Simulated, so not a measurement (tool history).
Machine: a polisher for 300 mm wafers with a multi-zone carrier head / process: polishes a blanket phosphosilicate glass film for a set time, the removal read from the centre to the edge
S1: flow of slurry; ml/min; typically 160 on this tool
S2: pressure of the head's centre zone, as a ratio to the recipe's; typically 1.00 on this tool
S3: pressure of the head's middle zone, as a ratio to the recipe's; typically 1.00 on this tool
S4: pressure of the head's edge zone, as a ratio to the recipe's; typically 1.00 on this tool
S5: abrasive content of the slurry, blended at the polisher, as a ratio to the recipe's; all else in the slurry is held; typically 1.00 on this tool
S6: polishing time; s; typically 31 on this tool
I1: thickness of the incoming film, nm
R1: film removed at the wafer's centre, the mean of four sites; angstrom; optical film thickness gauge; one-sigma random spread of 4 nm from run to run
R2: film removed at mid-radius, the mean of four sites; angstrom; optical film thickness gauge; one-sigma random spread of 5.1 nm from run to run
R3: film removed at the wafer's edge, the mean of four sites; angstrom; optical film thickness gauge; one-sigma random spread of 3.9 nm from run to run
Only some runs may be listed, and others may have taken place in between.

run 1 day=0.000 | S1=160 S2=1.00 S3=1.00 S4=1.00 S5=1.00 S6=37 | I1=2996.7 | R1=3958 R2=4206 R3=4086
run 2 day=0.462 | S1=160 S2=1.00 S3=1.00 S4=1.00 S5=1.00 S6=37 | I1=3027.0 | R1=3895 R2=4146 R3=4068
-- day=0.754 worn pad replaced by a new one
run 3 day=0.779 | S1=160 S2=1.00 S3=1.00 S4=1.00 S5=1.00 S6=37 | I1=3000.7 | R1=3804 R2=4067 R3=4185
run 4 day=1.383 | S1=160 S2=1.00 S3=1.00 S4=1.00 S5=1.00 S6=31 | I1=2963.9 | R1=3212 R2=3413 R3=3484
run 5 day=2.025 | S1=160 S2=1.00 S3=1.00 S4=1.00 S5=1.00 S6=31 | I1=2997.7 | R1=3267 R2=3493 R3=3472
run 6 day=2.292 | S1=160 S2=1.00 S3=1.00 S4=1.00 S5=1.00 S6=31 | I1=3003.9 | R1=3218 R2=3379 R3=3372
run 7 day=2.942 | S1=160 S2=1.00 S3=1.00 S4=1.00 S5=1.00 S6=31 | I1=2997.4 | R1=3112 R2=3408 R3=3433
-- day=3.138 worn pad replaced by a new one
run 8 day=4.488 | S1=160 S2=1.00 S3=1.00 S4=1.00 S5=1.00 S6=31 | I1=3055.0 | R1=3062 R2=3469 R3=3496
-- day=5.117 worn pad replaced by a new one
run 9 day=5.146 | S1=160 S2=1.00 S3=1.00 S4=1.00 S5=1.00 S6=31 | I1=2972.0 | R1=3175 R2=3367 R3=3445
run 10 day=5.758 | S1=160 S2=1.00 S3=1.00 S4=1.07 S5=1.00 S6=31 | I1=2971.2 | R1=3015 R2=3444 R3=3571
-- day=6.400 edge zone pressure recalibrated
run 11 day=6.758 | S1=160 S2=1.00 S3=1.00 S4=1.00 S5=0.80 S6=31 | I1=3005.5 | R1=2628 R2=2880 R3=2915
run 12 day=7.012 | S1=160 S2=1.00 S3=1.00 S4=1.00 S5=1.00 S6=31 | I1=3025.0 | R1=3065 R2=3484 R3=3554
-- day=7.196 worn pad replaced by a new one
-- day=7.362 carrier head's membrane replaced by a new one
run 13 day=7.429 | S1=160 S2=1.00 S3=0.96 S4=1.00 S5=1.00 S6=31 | I1=2993.5 | R1=3088 R2=3206 R3=3481
-- day=7.571 centre zone pressure recalibrated
-- day=7.742 slurry nozzle cleaned
run 14 day=8.096 | S1=160 S2=1.00 S3=1.00 S4=1.04 S5=1.00 S6=31 | I1=2980.0 | R1=3441 R2=3498 R3=3543
run 15 day=8.625 | S1=175 S2=1.04 S3=1.00 S4=1.00 S5=1.00 S6=38 | I1=2993.8 | R1=4521 R2=4263 R3=4307
-- day=9.242 worn pad replaced by a new one
run 16 day=9.262 | S1=160 S2=1.00 S3=1.05 S4=1.00 S5=1.00 S6=40 | I1=2982.3 | R1=4325 R2=4566 R3=4485
run 17 day=9.642 | S1=160 S2=0.92 S3=1.00 S4=0.96 S5=0.75 S6=24 | I1=3040.2 | R1=1958 R2=2098 R3=2063
run 18 day=10.300 | S1=140 S2=1.00 S3=0.90 S4=1.00 S5=1.00 S6=31 | I1=3024.9 | R1=3296 R2=3044 R3=3430
run 19 day=10.812 | S1=160 S2=1.00 S3=1.00 S4=1.00 S5=1.00 S6=31 | I1=2982.3 | R1=3443 R2=3494 R3=3430

The tool's hidden state at each run:
removal rate lost through wear of the pad, %: 0 at every run
slurry flow missing at the pad, %: 0 at every run
deviation of the edge zone's pressure from its setpoint, %: 0 at every run
H1: deviation of the centre zone's pressure from its setpoint, %
run=1 H1=-4.09
run=2 H1=-4.39
run=3 H1=-4.59
run=4 H1=-5
run=5 H1=-5.45
run=6 H1=-5.64
run=7 H1=-6.12
run=8 H1=-7.34
run=9 H1=-7.89
run=10 H1=-8.42
run=11 H1=-9.32
run=12 H1=-9.55
run=13 H1=-9.94
run=14 H1=1.27
run=15 H1=1.25
run=16 H1=1.22
run=17 H1=1.18
run=18 H1=1.12
run=19 H1=1.05

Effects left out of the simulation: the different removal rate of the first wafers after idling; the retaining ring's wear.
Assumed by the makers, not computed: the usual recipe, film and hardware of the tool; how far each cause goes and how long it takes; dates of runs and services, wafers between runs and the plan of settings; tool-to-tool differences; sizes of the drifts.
